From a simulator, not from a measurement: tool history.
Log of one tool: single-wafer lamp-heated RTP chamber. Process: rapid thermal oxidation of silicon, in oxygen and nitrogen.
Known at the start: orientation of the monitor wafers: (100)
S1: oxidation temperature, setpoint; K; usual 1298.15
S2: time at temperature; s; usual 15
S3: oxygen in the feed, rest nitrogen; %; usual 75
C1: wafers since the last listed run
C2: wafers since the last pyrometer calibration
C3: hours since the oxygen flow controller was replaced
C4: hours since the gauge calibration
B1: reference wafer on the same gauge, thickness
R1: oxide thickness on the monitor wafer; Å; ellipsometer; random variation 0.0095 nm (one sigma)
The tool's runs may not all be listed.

run	day	S1	S2	S3	C1	C2	C3	C4	B1	R1
1	0.000	1298.15	15	75	0	1732	5486.8	1209.9	3.550	40.08
2	2.600	1298.15	15	75	529	2261	5549.2	1272.3	3.552	40.11
3	6.742	1298.15	15	75	843	3104	5648.6	1371.7	3.551	40.21
# day 8.396: gauge calibrated
# day 9.029: pyrometer window cleaned and pyrometer calibrated
4	10.246	1298.15	19	64	645	247	5732.7	44.4	3.550	41.17
5	12.862	1298.15	19	64	532	780	5795.5	107.2	3.552	41.28
6	15.925	1298.15	15	75	623	1403	5869.0	180.7	3.551	40.11
7	17.946	1298.15	15	60	411	1815	5917.5	229.2	3.547	37.43
8	22.254	1298.15	15	60	877	2692	6020.9	332.6	3.551	37.42
9	25.054	1298.15	15	60	570	3262	6088.1	399.8	3.551	37.50
# day 27.192: pyrometer window cleaned and pyrometer calibrated
10	35.808	1298.15	15	75	2121	1754	6346.2	657.9	3.551	39.97
11	39.704	1298.15	15	75	793	2547	6439.7	751.4	3.551	40.09
12	41.721	1298.15	15	75	410	2958	6488.1	799.8	3.548	40.05
13	44.492	1298.15	15	75	564	3522	6554.6	866.3	3.549	40.13
# day 46.879: pyrometer window cleaned and pyrometer calibrated
14	48.342	1298.15	15	75	715	297	6647.0	958.7	3.550	39.56
15	49.862	1298.15	15	75	309	607	6683.5	995.2	3.550	39.62
16	52.017	1298.15	15	75	438	1046	6735.2	1046.9	3.551	39.94
17	53.771	1316.15	10	98	357	1403	6777.3	1089.0	3.551	42.12
# day 54.962: oxygen flow controller replaced
18	55.896	1298.15	15	75	364	1768	22.4	1140.0	3.551	39.89
19	57.396	1298.15	15	98	305	2073	58.4	1176.0	3.552	43.56
20	60.971	1325.15	8	55	727	2801	144.2	1261.8	3.550	34.80
# day 62.779: pyrometer window cleaned and pyrometer calibrated
21	64.700	1323.15	12	55	691	391	233.7	1351.3	3.549	38.85
22	68.542	1282.15	10	65	782	1173	325.9	1443.5	3.548	30.78
23	70.067	1298.15	15	75	310	1483	362.5	1480.1	3.549	40.08
# day 70.554: gauge calibrated
24	72.838	1321.15	11	98	564	2047	429.0	54.8	3.550	45.22
25	75.279	1283.15	20	75	497	2544	487.6	113.4	3.549	40.67
26	77.962	1287.15	21	75	546	3091	552.0	177.8	3.551	42.67
# day 79.388: pyrometer window cleaned and pyrometer calibrated
27	79.629	1298.15	15	75	271	49	592.0	217.8	3.548	39.37
28	82.004	1298.15	15	75	483	532	649.0	274.8	3.552	39.39
29	85.258	1298.15	22	47	662	1195	727.1	352.9	3.548	40.02
30	87.279	1298.15	12	75	411	1606	775.6	401.4	3.550	37.05
31	90.679	1308.15	15	75	692	2298	857.2	483.0	3.550	42.86
32	92.858	1268.15	20	98	443	2742	909.5	535.3	3.550	39.88

Hidden state at the last listed run before each entry between runs and at the first one after, where it differs:
Between runs 3 and 4: gauge calibrated (day 8.396); pyrometer window cleaned and pyrometer calibrated (day 9.029)
  true wafer temperature minus pyrometer reading, K: 3.34 -> 1.18
  measured less the result without the state, R1: +0.83 -> +0.31 Å
Between runs 9 and 10: pyrometer window cleaned and pyrometer calibrated (day 27.192)
  true wafer temperature minus pyrometer reading, K: 3.7 -> 2.68
  measured less the result without the state, R1: +0.81 -> +0.66 Å
Between runs 13 and 14: pyrometer window cleaned and pyrometer calibrated (day 46.879)
  true wafer temperature minus pyrometer reading, K: 3.31 -> 1.21
  measured less the result without the state, R1: +0.82 -> +0.30 Å
Between runs 17 and 18: oxygen flow controller replaced (day 54.962)
  true wafer temperature minus pyrometer reading, K: 2.76 -> 3.08
  measured less the result without the state, R1: +0.73 -> +0.76 Å
Between runs 20 and 21: pyrometer window cleaned and pyrometer calibrated (day 62.779)
  true wafer temperature minus pyrometer reading, K: 3.52 -> 1.87
  measured less the result without the state, R1: +0.67 -> +0.43 Å
Between runs 23 and 24: gauge calibrated (day 70.554)
  true wafer temperature minus pyrometer reading, K: 3.3 -> 3.67
  measured less the result without the state, R1: +0.82 -> +1.06 Å
Between runs 26 and 27: pyrometer window cleaned and pyrometer calibrated (day 79.388)
  true wafer temperature minus pyrometer reading, K: 4.05 -> 0.372
  measured less the result without the state, R1: +1.10 -> +0.09 Å
